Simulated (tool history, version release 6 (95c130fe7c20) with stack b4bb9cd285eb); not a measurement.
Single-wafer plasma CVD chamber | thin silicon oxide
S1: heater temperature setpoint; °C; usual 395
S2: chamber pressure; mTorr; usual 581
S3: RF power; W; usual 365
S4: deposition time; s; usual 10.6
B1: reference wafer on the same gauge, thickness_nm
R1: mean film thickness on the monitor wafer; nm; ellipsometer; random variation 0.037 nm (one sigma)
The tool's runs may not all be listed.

| run | hour | S1 | S2 | S3 | S4 | B1 | R1 |
|---|---|---|---|---|---|---|---|
| 1 | 0.0 | 395 | 502 | 365 | 11.8 | 15.199 | 15.396 |
| 2 | 68.7 | 395 | 502 | 365 | 11.8 | 15.202 | 15.326 |
| 3 | 171.0 | 395 | 502 | 365 | 11.8 | 15.204 | 15.326 |
|  | 236.6 | thermocouple changed; heater temperature recalibrated |
| 4 | 237.2 | 395 | 581 | 365 | 10.6 | 15.205 | 15.999 |
| 5 | 294.7 | 395 | 581 | 365 | 10.6 | 15.195 | 15.913 |
| 6 | 393.1 | 395 | 581 | 365 | 10.6 | 15.198 | 15.884 |
| 7 | 429.6 | 395 | 581 | 365 | 10.6 | 15.200 | 15.886 |
|  | 498.2 | RF generator calibrated |
| 8 | 498.7 | 395 | 581 | 365 | 10.6 | 15.205 | 15.888 |
| 9 | 566.4 | 405 | 581 | 365 | 10.6 | 15.201 | 15.735 |
| 10 | 604.6 | 405 | 581 | 365 | 10.6 | 15.202 | 15.824 |
| 11 | 674.2 | 405 | 581 | 365 | 10.6 | 15.194 | 15.743 |
| 12 | 714.3 | 395 | 614 | 365 | 10.6 | 15.202 | 16.812 |
| 13 | 777.0 | 395 | 581 | 365 | 10.6 | 15.202 | 15.833 |
| 14 | 866.9 | 395 | 492 | 415 | 9.9 | 15.193 | 12.971 |
| 15 | 909.9 | 395 | 581 | 365 | 10.6 | 15.208 | 15.801 |
| 16 | 966.5 | 395 | 581 | 365 | 10.6 | 15.203 | 15.773 |
| 17 | 1024.3 | 395 | 581 | 365 | 11.3 | 15.204 | 16.857 |
| 18 | 1096.3 | 404 | 527 | 330 | 8.6 | 15.203 | 11.227 |
|  | 1106.9 | gauge calibrated |
| 19 | 1183.9 | 395 | 680 | 390 | 12.5 | 15.202 | 22.305 |
|  | 1231.4 | showerhead replaced |
| 20 | 1251.8 | 382 | 680 | 430 | 11.3 | 15.197 | 21.021 |
| 21 | 1347.4 | 381 | 436 | 410 | 9.1 | 15.196 | 10.593 |
|  | 1361.0 | capacitance manometer re-zeroed and calibrated |
|  | 1371.2 | thermocouple changed; heater temperature recalibrated |
| 22 | 1394.3 | 395 | 512 | 365 | 10.6 | 15.197 | 14.284 |
| 23 | 1494.2 | 395 | 581 | 365 | 10.6 | 15.205 | 16.169 |
| 24 | 1582.9 | 395 | 581 | 365 | 10.6 | 15.194 | 16.125 |
| 25 | 1689.8 | 395 | 519 | 365 | 10.6 | 15.207 | 14.294 |
| 26 | 1741.9 | 407 | 581 | 365 | 10.6 | 15.200 | 15.872 |
| 27 | 1816.6 | 387 | 544 | 365 | 12.3 | 15.199 | 17.424 |
| 28 | 1922.9 | 395 | 473 | 310 | 10.6 | 15.203 | 12.335 |
| 29 | 1999.6 | 395 | 723 | 330 | 12.7 | 15.203 | 23.055 |

3 ways to go on from here, each from the tool as it stands after run 29. What would each give?
| A | 2000.0 | 395 | 581 | 365 | 10.6 | ? | ? |
| B | 2000.0 | 395 | 581 | 435 | 10.6 | ? | ? |
| C | 2000.0 | 395 | 646 | 365 | 10.6 | ? | ? |

| run | B1 | R1 |
|---|---|---|
| A | 15.201 | 15.927 |
| B | 15.201 | 16.793 |
| C | 15.201 | 17.701 |
Without the tool's hidden state the same runs would have given:
| run | R1 |
|---|---|
| A | 16.297 |
| B | 17.183 |
| C | 18.102 |
